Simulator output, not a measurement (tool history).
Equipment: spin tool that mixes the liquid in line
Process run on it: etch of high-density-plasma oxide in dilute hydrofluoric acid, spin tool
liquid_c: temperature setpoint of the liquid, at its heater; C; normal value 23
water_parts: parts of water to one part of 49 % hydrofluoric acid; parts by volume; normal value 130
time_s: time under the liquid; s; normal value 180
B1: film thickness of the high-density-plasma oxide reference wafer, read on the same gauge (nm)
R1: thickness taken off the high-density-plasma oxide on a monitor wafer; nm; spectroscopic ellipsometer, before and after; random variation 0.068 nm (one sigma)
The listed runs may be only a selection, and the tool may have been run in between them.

{"run": 1, "day": 0.0, "liquid_c": 23, "water_parts": 130, "time_s": 240, "B1": 50.02, "R1": 8.29}
{"run": 2, "day": 2.2, "liquid_c": 23, "water_parts": 130, "time_s": 240, "B1": 50, "R1": 8.35}
{"run": 3, "day": 3.692, "liquid_c": 23, "water_parts": 150, "time_s": 180, "B1": 49.99, "R1": 5.3}
{"run": 4, "day": 4.875, "liquid_c": 23, "water_parts": 150, "time_s": 180, "B1": 50.03, "R1": 5.39}
{"run": 5, "day": 6.475, "liquid_c": 23, "water_parts": 150, "time_s": 180, "B1": 49.99, "R1": 5.19}
{"run": 6, "day": 15.312, "liquid_c": 23, "water_parts": 130, "time_s": 180, "B1": 49.99, "R1": 6.34}
{"run": 7, "day": 17.15, "liquid_c": 23, "water_parts": 130, "time_s": 180, "B1": 50.02, "R1": 6.17}
{"run": 8, "day": 20.5, "liquid_c": 23, "water_parts": 130, "time_s": 180, "B1": 49.98, "R1": 6.28}
{"run": 9, "day": 22.646, "liquid_c": 23, "water_parts": 130, "time_s": 180, "B1": 50, "R1": 6.1}
{"run": 10, "day": 25.25, "liquid_c": 23, "water_parts": 130, "time_s": 180, "B1": 49.99, "R1": 6.12}
{"day": 26.362, "done": "thermometer replaced"}
{"run": 11, "day": 32.692, "liquid_c": 23, "water_parts": 130, "time_s": 180, "B1": 50.01, "R1": 6.86}
{"run": 12, "day": 33.833, "liquid_c": 23, "water_parts": 130, "time_s": 180, "B1": 50.01, "R1": 6.84}
{"day": 34.817, "done": "hydrofluoric acid flow meter replaced"}
{"day": 35.55, "done": "gauge calibrated"}
{"run": 13, "day": 35.579, "liquid_c": 23, "water_parts": 90, "time_s": 180, "B1": 50, "R1": 10.37}
{"run": 14, "day": 37.25, "liquid_c": 23, "water_parts": 90, "time_s": 180, "B1": 49.98, "R1": 10.24}
{"run": 15, "day": 38.521, "liquid_c": 23, "water_parts": 90, "time_s": 180, "B1": 49.98, "R1": 10.3}
{"run": 16, "day": 40.296, "liquid_c": 23, "water_parts": 130, "time_s": 180, "B1": 50.01, "R1": 6.93}
{"run": 17, "day": 43.233, "liquid_c": 20.5, "water_parts": 75, "time_s": 255, "B1": 50, "R1": 16.06}
{"run": 18, "day": 46.054, "liquid_c": 23, "water_parts": 130, "time_s": 180, "B1": 49.98, "R1": 6.72}
{"run": 19, "day": 48.3, "liquid_c": 26, "water_parts": 180, "time_s": 280, "B1": 50, "R1": 7.93}
{"run": 20, "day": 50.529, "liquid_c": 23, "water_parts": 130, "time_s": 180, "B1": 50.01, "R1": 6.63}
{"run": 21, "day": 51.904, "liquid_c": 26, "water_parts": 130, "time_s": 260, "B1": 49.97, "R1": 10.88}
{"run": 22, "day": 54.446, "liquid_c": 19, "water_parts": 80, "time_s": 180, "B1": 50.01, "R1": 9.69}
{"run": 23, "day": 56.121, "liquid_c": 23, "water_parts": 95, "time_s": 180, "B1": 49.99, "R1": 9.51}
{"run": 24, "day": 58.642, "liquid_c": 19, "water_parts": 130, "time_s": 180, "B1": 50.01, "R1": 5.65}
{"run": 25, "day": 60.308, "liquid_c": 23, "water_parts": 110, "time_s": 180, "B1": 49.97, "R1": 8.04}
{"run": 26, "day": 62.246, "liquid_c": 23, "water_parts": 130, "time_s": 80, "B1": 49.98, "R1": 2.95}
{"run": 27, "day": 63.275, "liquid_c": 21, "water_parts": 165, "time_s": 150, "B1": 50.01, "R1": 3.85}
{"run": 28, "day": 65.4, "liquid_c": 23, "water_parts": 130, "time_s": 180, "B1": 49.99, "R1": 6.71}
{"run": 29, "day": 67.775, "liquid_c": 23, "water_parts": 130, "time_s": 180, "B1": 50, "R1": 6.63}
{"run": 30, "day": 69.862, "liquid_c": 23, "water_parts": 130, "time_s": 180, "B1": 50.04, "R1": 6.56}

Forecast each of these 3 alternatives for the next run:
{"run": "A", "day": 69.883, "liquid_c": 23, "water_parts": 130, "time_s": 180, "B1": "?", "R1": "?"}
{"run": "B", "day": 69.883, "liquid_c": 27, "water_parts": 110, "time_s": 135, "B1": "?", "R1": "?"}
{"run": "C", "day": 69.883, "liquid_c": 20.5, "water_parts": 150, "time_s": 210, "B1": "?", "R1": "?"}

run=A B1=49.99 R1=6.66
run=B B1=49.99 R1=7.07
run=C B1=49.99 R1=5.97
Stripped of hidden state, with their random variation kept, the same runs would have yielded:
run=A R1=6.95
run=B R1=7.37
run=C R1=6.23
